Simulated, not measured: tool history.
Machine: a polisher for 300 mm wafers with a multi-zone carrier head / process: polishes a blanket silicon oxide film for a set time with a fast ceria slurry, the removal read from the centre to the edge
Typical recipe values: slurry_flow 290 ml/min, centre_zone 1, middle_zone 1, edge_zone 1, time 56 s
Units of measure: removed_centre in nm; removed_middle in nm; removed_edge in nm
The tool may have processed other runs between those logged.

| run | hour | slurry_flow | centre_zone | middle_zone | edge_zone | time | incoming thickness of the incoming film, nm | removed_centre | removed_middle | removed_edge |
|---|---|---|---|---|---|---|---|---|---|---|
| 1 | 0 | 290 | 1 | 1 | 1.05 | 56 | 1898.2 | 724.5 | 704 | 691.3 |
| 2 | 12 | 290 | 1 | 1 | 1 | 56 | 1915.5 | 731.6 | 698.6 | 687 |
| 3 | 19.4 | 290 | 1 | 1 | 1 | 56 | 1924.1 | 733.2 | 708.2 | 682.7 |
|  | 33.7 | worn pad replaced by a new one |
| 4 | 34.2 | 290 | 1 | 1 | 1 | 56 | 1913.6 | 720.4 | 709.7 | 673 |
| 5 | 40.6 | 290 | 1 | 1 | 1 | 56 | 1891.6 | 717.2 | 711 | 663 |
|  | 53.9 | edge zone pressure recalibrated |
|  | 73 | carrier head's membrane replaced by a new one |
| 6 | 80.9 | 290 | 1 | 1 | 1 | 56 | 1923.1 | 722.5 | 715.3 | 705.5 |
| 7 | 94.7 | 370 | 1 | 1 | 1 | 56 | 1908 | 741 | 722.9 | 699.5 |
| 8 | 107.9 | 200 | 1 | 1.03 | 1 | 39 | 1892.8 | 474.1 | 475.2 | 462.8 |
| 9 | 119.5 | 360 | 1 | 1 | 1.05 | 56 | 1879.4 | 738 | 726.3 | 719.8 |
|  | 130.7 | worn pad replaced by a new one |
| 10 | 131.8 | 290 | 1 | 1 | 1 | 56 | 1880.1 | 726.9 | 709.9 | 668.5 |
| 11 | 150 | 290 | 1 | 1 | 1.09 | 51 | 1886.1 | 656.5 | 650.4 | 653.4 |
|  | 157.5 | centre zone pressure recalibrated |
| 12 | 163.7 | 290 | 1 | 1 | 1.05 | 56 | 1907.7 | 719.1 | 716.3 | 726.5 |
| 13 | 176.6 | 290 | 1 | 1 | 1 | 56 | 1893 | 717.1 | 709.9 | 674.9 |
| 14 | 189.2 | 290 | 1 | 1 | 1 | 56 | 1930.6 | 722.3 | 715.3 | 670.9 |
|  | 209.4 | worn pad replaced by a new one |
|  | 219.4 | slurry nozzle cleaned |
| 15 | 229.4 | 360 | 1 | 1.11 | 0.89 | 56 | 1899.4 | 749.8 | 791.1 | 658.3 |
| 16 | 246.3 | 290 | 1 | 0.91 | 1 | 56 | 1902.5 | 714.3 | 646.7 | 699.9 |
| 17 | 252.7 | 290 | 1 | 1 | 1 | 56 | 1868.7 | 717 | 710.5 | 687.6 |
| 18 | 271.8 | 225 | 1 | 1.04 | 1 | 56 | 1909.4 | 690.7 | 704.7 | 673.7 |
| 19 | 280.5 | 290 | 1 | 1 | 1 | 56 | 1863.6 | 714 | 705.7 | 685.6 |
| 20 | 286.9 | 290 | 1 | 1 | 0.93 | 56 | 1929.2 | 733.3 | 699.5 | 682.4 |
| 21 | 301.1 | 235 | 0.92 | 1 | 1 | 56 | 1860.1 | 644.9 | 676.9 | 683.8 |
|  | 307.4 | worn pad replaced by a new one |
| 22 | 315.4 | 265 | 0.89 | 1 | 1 | 56 | 1873.1 | 638.6 | 694.4 | 689.1 |

Exercise: give the hidden state of the tool at every run:
removal rate lost through wear of the pad, %: 0 at every run
slurry flow missing at the pad, %: 0 at every run
deviation of the centre zone's pressure from its setpoint, %: 0 at every run
deviation of the edge zone's pressure from its setpoint, %: 0 at every run
